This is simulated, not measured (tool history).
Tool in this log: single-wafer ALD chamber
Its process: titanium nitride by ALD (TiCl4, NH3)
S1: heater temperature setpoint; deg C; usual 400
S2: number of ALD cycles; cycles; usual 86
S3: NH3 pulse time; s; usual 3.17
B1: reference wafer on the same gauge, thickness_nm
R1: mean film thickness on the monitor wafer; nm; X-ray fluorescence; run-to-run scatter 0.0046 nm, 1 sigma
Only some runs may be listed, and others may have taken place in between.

run,hour,S1,S2,S3,B1,R1
1,0.0,400,86,3.17,1.549,1.819
2,7.3,400,86,3.17,1.547,1.817
3,23.8,400,86,3.17,1.547,1.809
4,33.0,400,86,3.17,1.545,1.814
5,41.8,400,86,3.17,1.545,1.818
6,69.0,400,92,3.17,1.544,1.943
7,85.0,400,92,3.17,1.545,1.935
8,91.1,400,92,3.17,1.545,1.943
9,108.0,404,86,3.17,1.543,1.813
10,118.0,404,86,3.17,1.541,1.812
11,125.8,404,86,3.17,1.542,1.812
12,142.7,400,86,3.17,1.543,1.811
13,155.8,400,86,3.17,1.540,1.801
14,163.7,400,86,3.17,1.539,1.806
15,178.7,400,86,3.17,1.539,1.805
# hour 201.5: gauge calibrated
16,209.8,400,86,3.17,1.563,1.842
17,220.8,410,86,3.17,1.561,1.837
18,231.3,410,86,3.17,1.561,1.828
19,242.0,410,74,2.42,1.562,1.569
20,255.0,400,78,3.77,1.561,1.672
21,270.5,400,86,2.69,1.561,1.815
22,282.1,400,86,3.17,1.561,1.825
# hour 308.8: showerhead replaced
23,321.2,390,96,3.17,1.558,2.017
24,327.7,412,86,3.17,1.559,1.838
25,339.4,400,94,3.17,1.558,2.009
26,350.8,408,97,4.18,1.556,2.071
27,356.8,414,80,3.17,1.558,1.703
# hour 375.4: thermocouple changed; heater temperature recalibrated
28,375.9,400,86,3.56,1.554,1.832
29,380.6,415,86,3.17,1.555,1.833
30,393.2,400,70,3.99,1.556,1.495
31,411.0,408,77,3.71,1.555,1.640
32,419.7,400,86,3.17,1.553,1.828
33,433.2,400,78,3.77,1.552,1.651
34,448.2,386,102,3.17,1.552,2.144
35,457.3,413,86,4.25,1.550,1.834
36,504.2,400,92,3.17,1.549,1.945
37,511.9,400,86,3.17,1.550,1.819

Below are 3 alternative next runs, each starting from the tool's condition after run 37. Predict each:
A,512.5,400,79,3.17,?,?
B,512.5,393,86,2.55,?,?
C,512.5,411,100,3.86,?,?

run,B1,R1
A,1.550,1.671
B,1.550,1.798
C,1.550,2.128
Stripped of hidden state, with their random variation kept, the same runs would have yielded:
run,R1
A,1.684
B,1.811
C,2.144
